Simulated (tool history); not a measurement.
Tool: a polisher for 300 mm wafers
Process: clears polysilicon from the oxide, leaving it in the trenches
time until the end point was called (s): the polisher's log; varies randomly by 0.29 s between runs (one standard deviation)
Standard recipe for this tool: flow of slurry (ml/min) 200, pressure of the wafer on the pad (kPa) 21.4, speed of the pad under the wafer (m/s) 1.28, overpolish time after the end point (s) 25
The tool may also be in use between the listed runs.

run,hour,flow of slurry (ml/min),pressure of the wafer on the pad (kPa),speed of the pad under the wafer (m/s),overpolish time after the end point (s),wafers since the last listed run,wafers polished on this pad,hours since the slurry nozzle was cleaned,hours since the head pressure was calibrated,"incoming thickness of the incoming film, nm",time until the end point was called (s)
1,0,200,21.4,1.28,25,0,2858,271.4,1126.4,391.6,19
# hour 6.6: head pressure recalibrated
# hour 33.8: worn pad replaced by a new one
2,59.1,200,21.4,1.28,25,615,292,330.5,52.5,401.6,19.1
3,117.6,245,21.4,1.28,25,678,971,389,111,393,18.3
4,181.5,245,21.4,1.28,25,740,1711,452.9,174.9,407.5,19.5
# hour 199.1: slurry nozzle cleaned
5,225.9,200,17.9,1.02,25,503,2214,26.8,219.3,400.2,27.4
6,280.5,200,17.9,1.02,25,633,2847,81.4,273.9,403.2,27.6
7,306.3,200,17.9,1.02,25,299,3147,107.2,299.7,404.6,27.9
# hour 356.3: worn pad replaced by a new one
8,372.4,200,16.5,1.28,25,719,186,173.3,365.8,405.2,23.4
9,407.6,200,21.4,1.28,25,408,594,208.5,401,393.5,19.3
10,468.2,200,21.4,1.28,25,702,1297,269.1,461.6,399.3,19.1
11,536.5,200,21.4,1.28,25,791,2088,337.4,529.9,394.9,18.8
12,600,235,21.4,1.28,25,736,2825,400.9,593.4,393.3,18.8
13,636.7,200,21.4,1.28,25,425,3250,437.6,630.1,399.4,18.9
# hour 689: slurry nozzle cleaned
14,697.1,200,21.4,1.28,25,688,3939,8.1,690.5,397.5,19.5
# hour 702.7: worn pad replaced by a new one
15,749.6,200,19.3,1.28,25,562,543,60.6,743,404,21.5
16,805.3,200,19.3,1.28,25,645,1189,116.3,798.7,398.4,21.4
17,833.8,245,21.4,1.4,20,330,1519,144.8,827.2,396,17.6
18,871.8,200,21.4,0.98,25,440,1960,182.8,865.2,395.5,26
19,940.2,200,21.4,1.28,25,792,2753,251.2,933.6,400.3,20.1
# hour 967.4: worn pad replaced by a new one
20,967.9,220,21.4,0.92,25,274,6,278.9,961.3,401,28.2
21,993.7,200,21.4,1.5,34,299,305,304.7,987.1,406.9,17
22,1060.3,200,21.4,1.28,25,772,1077,371.3,1053.7,406.9,20.7
# hour 1072: slurry nozzle cleaned, repeated, since the last time left the tool worse
23,1098.5,255,23.4,1.48,13,431,1508,26.5,1091.9,408.2,14.5

Estimate the outcome of run 24 from the log above:
24,1157.7,225,21.4,1.28,17,686,2194,85.7,1151.1,397.6,?

{"run 24": {"time until the end point was called (s)": 18.6}}
Had the tool carried no hidden state, the very same run would have given time until the end point was called (s) 18.4.

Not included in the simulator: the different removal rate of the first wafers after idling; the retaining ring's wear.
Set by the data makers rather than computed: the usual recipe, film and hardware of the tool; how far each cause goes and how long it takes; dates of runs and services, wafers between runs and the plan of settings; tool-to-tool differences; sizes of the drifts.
